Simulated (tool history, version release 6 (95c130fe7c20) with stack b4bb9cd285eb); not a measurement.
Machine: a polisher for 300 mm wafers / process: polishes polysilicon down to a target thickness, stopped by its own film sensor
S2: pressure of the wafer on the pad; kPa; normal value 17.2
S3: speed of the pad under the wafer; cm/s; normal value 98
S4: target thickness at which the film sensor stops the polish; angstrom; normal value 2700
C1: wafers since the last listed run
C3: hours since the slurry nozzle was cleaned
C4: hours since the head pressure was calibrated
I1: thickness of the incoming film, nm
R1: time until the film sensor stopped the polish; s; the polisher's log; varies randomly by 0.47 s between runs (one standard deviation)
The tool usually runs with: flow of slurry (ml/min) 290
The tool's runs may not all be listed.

Run 1, hour 0: usual settings but S2 21.4 kPa, S3 80 cm/s; C1 0; wafers polished on this pad 6646; C3 584.8; C4 66.3; I1 717.7. Result: R1 47 s.
Run 2, hour 65.5: usual settings but S2 21.4 kPa, S3 80 cm/s; C1 907; wafers polished on this pad 7554; C3 650.3; C4 131.8; I1 707.8. Result: R1 46.4 s.
Run 3, hour 143.1: usual settings but S2 21.4 kPa, S3 80 cm/s; C1 1075; wafers polished on this pad 8629; C3 727.9; C4 209.4; I1 698.5. Result: R1 44.9 s.
Run 4, hour 183.9: usual settings but S2 22.1 kPa; C1 565; wafers polished on this pad 9195; C3 768.7; C4 250.2; I1 716.8. Result: R1 39.6 s.
Run 5, hour 272: usual settings but S2 22.1 kPa; C1 1221; wafers polished on this pad 10416; C3 856.8; C4 338.3; I1 702.8. Result: R1 39 s.
Run 6, hour 345.1: usual settings but S2 22.1 kPa; C1 1013; wafers polished on this pad 11429; C3 929.9; C4 411.4; I1 722.8. Result: R1 39.8 s.
At hour 366.4: slurry nozzle cleaned.
At hour 401.4: worn pad replaced by a new one.
Run 7, hour 452.3: usual settings; C1 1416; wafers polished on this pad 704; C3 85.9; C4 518.6; I1 715.1. Result: R1 51.5 s.
Run 8, hour 550.2: usual settings; C1 1356; wafers polished on this pad 2061; C3 183.8; C4 616.5; I1 713.5. Result: R1 51 s.
Run 9, hour 644.8: usual settings; C1 1311; wafers polished on this pad 3373; C3 278.4; C4 711.1; I1 719.1. Result: R1 52.3 s.
Run 10, hour 752.4: usual settings; C1 1491; wafers polished on this pad 4864; C3 386; C4 818.7; I1 704.3. Result: R1 51.7 s.
Run 11, hour 793.1: usual settings; C1 564; wafers polished on this pad 5428; C3 426.7; C4 859.4; I1 708.5. Result: R1 52.7 s.
At hour 875.8: head pressure recalibrated, repeated, since the last time left the tool worse.
Run 12, hour 895.7: usual settings but S2 21.4 kPa; C1 1394; wafers polished on this pad 6822; C3 529.3; C4 19.9; I1 706.6. Result: R1 43.7 s.
Run 13, hour 996: usual settings but S2 21.4 kPa; C1 1390; wafers polished on this pad 8213; C3 629.6; C4 120.2; I1 712.4. Result: R1 45.1 s.
Run 14, hour 1043.8: usual settings but flow of slurry (ml/min) 235, S3 70 cm/s; C1 662; wafers polished on this pad 8875; C3 677.4; C4 168; I1 721.6. Result: R1 73.1 s.
Run 15, hour 1123: usual settings but S3 132 cm/s, S4 3140 angstrom; C1 1097; wafers polished on this pad 9973; C3 756.6; C4 247.2; I1 722.9. Result: R1 40.8 s.
Run 16, hour 1216.5: usual settings; C1 1295; wafers polished on this pad 11269; C3 850.1; C4 340.7; I1 706.7. Result: R1 55 s.
Run 17, hour 1253: usual settings but S3 108 cm/s; C1 505; wafers polished on this pad 11775; C3 886.6; C4 377.2; I1 700.8. Result: R1 50.6 s.
At hour 1260.4: worn pad replaced by a new one.
At hour 1290.3: slurry nozzle cleaned.
Run 18, hour 1536.7: usual settings but flow of slurry (ml/min) 260, S2 13.8 kPa; C1 3862; wafers polished on this pad 3815; C3 246.4; C4 660.9; I1 701.9. Result: R1 69.9 s.
Run 19, hour 1628.6: usual settings but S4 4070 angstrom; C1 1273; wafers polished on this pad 5089; C3 338.3; C4 752.8; I1 713.5. Result: R1 40.3 s.
At hour 1775.2: head pressure recalibrated.
Run 20, hour 1879.3: usual settings; C1 3447; wafers polished on this pad 8536; C3 589; C4 104.1; I1 715.2. Result: R1 55.2 s.
Run 21, hour 1968.3: usual settings but S4 4130 angstrom; C1 1233; wafers polished on this pad 9770; C3 678; C4 193.1; I1 705.6. Result: R1 36.5 s.
At hour 2026.5: slurry nozzle cleaned.
Run 22, hour 2059.9: usual settings; C1 1255; wafers polished on this pad 11025; C3 33.4; C4 284.7; I1 710.4. Result: R1 55.7 s.
Run 23, hour 2141.9: usual settings but S2 12.4 kPa, S3 88 cm/s, S4 1800 angstrom; C1 1136; wafers polished on this pad 12162; C3 115.4; C4 366.7; I1 714.4. Result: R1 102.2 s.
At hour 2160.8: worn pad replaced by a new one.
Run 24, hour 2229.3: usual settings but flow of slurry (ml/min) 245, S2 19.3 kPa; C1 1155; wafers polished on this pad 949; C3 202.8; C4 454.1; I1 711.9. Result: R1 51.2 s.
Run 25, hour 2305.5: usual settings but flow of slurry (ml/min) 260, S2 11.7 kPa, S4 1820 angstrom; C1 1056; wafers polished on this pad 2005; C3 279; C4 530.3; I1 715. Result: R1 100.8 s.
Run 26, hour 2379.3: usual settings but flow of slurry (ml/min) 365; C1 1022; wafers polished on this pad 3028; C3 352.8; C4 604.1; I1 708.4. Result: R1 55.9 s.
Run 27, hour 2479.5: usual settings; C1 1388; wafers polished on this pad 4417; C3 453; C4 704.3; I1 708.2. Result: R1 56.8 s.
Run 28, hour 2696.2: usual settings but S3 126 cm/s, S4 1320 angstrom; C1 3003; wafers polished on this pad 7421; C3 669.7; C4 921; I1 715.8. Result: R1 65.2 s.
At hour 2707.5: head pressure recalibrated.
At hour 2995.4: slurry nozzle cleaned.
Run 29, hour 3014.2: usual settings but S3 126 cm/s; C1 4366; wafers polished on this pad 11787; C3 18.8; C4 306.7; I1 707.8. Result: R1 45.4 s.
Run 30, hour 3085.4: usual settings but flow of slurry (ml/min) 215, S2 15.2 kPa; C1 986; wafers polished on this pad 12774; C3 90; C4 377.9; I1 705.6. Result: R1 63.9 s.
At hour 3092.1: worn pad replaced by a new one.
Run 31, hour 3182.1: usual settings; C1 1284; wafers polished on this pad 1247; C3 186.7; C4 474.6; I1 700.6. Result: R1 54.4 s.
Run 32, hour 3284.6: usual settings but flow of slurry (ml/min) 235, S4 4080 angstrom; C1 1420; wafers polished on this pad 2668; C3 289.2; C4 577.1; I1 724.8. Result: R1 40.9 s.
Run 33, hour 3355.2: usual settings but S2 22.8 kPa, S3 122 cm/s, S4 3530 angstrom; C1 978; wafers polished on this pad 3647; C3 359.8; C4 647.7; I1 709.4. Result: R1 29.3 s.
Run 34, hour 3427: usual settings; C1 995; wafers polished on this pad 4642; C3 431.6; C4 719.5; I1 704.7. Result: R1 56.8 s.
Run 35, hour 3473.1: usual settings but flow of slurry (ml/min) 240, S2 12.4 kPa, S3 82 cm/s, S4 1490 angstrom; C1 638; wafers polished on this pad 5281; C3 477.7; C4 765.6; I1 695.3. Result: R1 115.1 s.
Run 36, hour 3521.1: usual settings but S2 19.3 kPa, S3 70 cm/s; C1 665; wafers polished on this pad 5946; C3 525.7; C4 813.6; I1 714.2. Result: R1 65.8 s.

Below are 4 alternative next runs, each starting from the tool's condition after run 36. Predict each:
Run A, hour 3521.5: usual settings but flow of slurry (ml/min) 350; C1 5; wafers polished on this pad 5952; C3 526.1; C4 814; I1 702.3. Result: R1 ?.
Run B, hour 3521.5: usual settings but S2 22.8 kPa, S4 3530 angstrom; C1 5; wafers polished on this pad 5952; C3 526.1; C4 814; I1 702.3. Result: R1 ?.
Run C, hour 3521.5: usual settings but flow of slurry (ml/min) 230, S2 14.5 kPa, S3 72 cm/s; C1 5; wafers polished on this pad 5952; C3 526.1; C4 814; I1 702.3. Result: R1 ?.
Run D, hour 3521.5: usual settings but S2 22.8 kPa, S4 3400 angstrom; C1 5; wafers polished on this pad 5952; C3 526.1; C4 814; I1 702.3. Result: R1 ?.

run    R1
  A  55.8
  B  34.7
  C    86
  D    36
With the hidden condition removed and each run's random variation left untouched, the same runs would have given:
run    R1
  A  53.1
  B    33
  C  81.7
  D  34.2

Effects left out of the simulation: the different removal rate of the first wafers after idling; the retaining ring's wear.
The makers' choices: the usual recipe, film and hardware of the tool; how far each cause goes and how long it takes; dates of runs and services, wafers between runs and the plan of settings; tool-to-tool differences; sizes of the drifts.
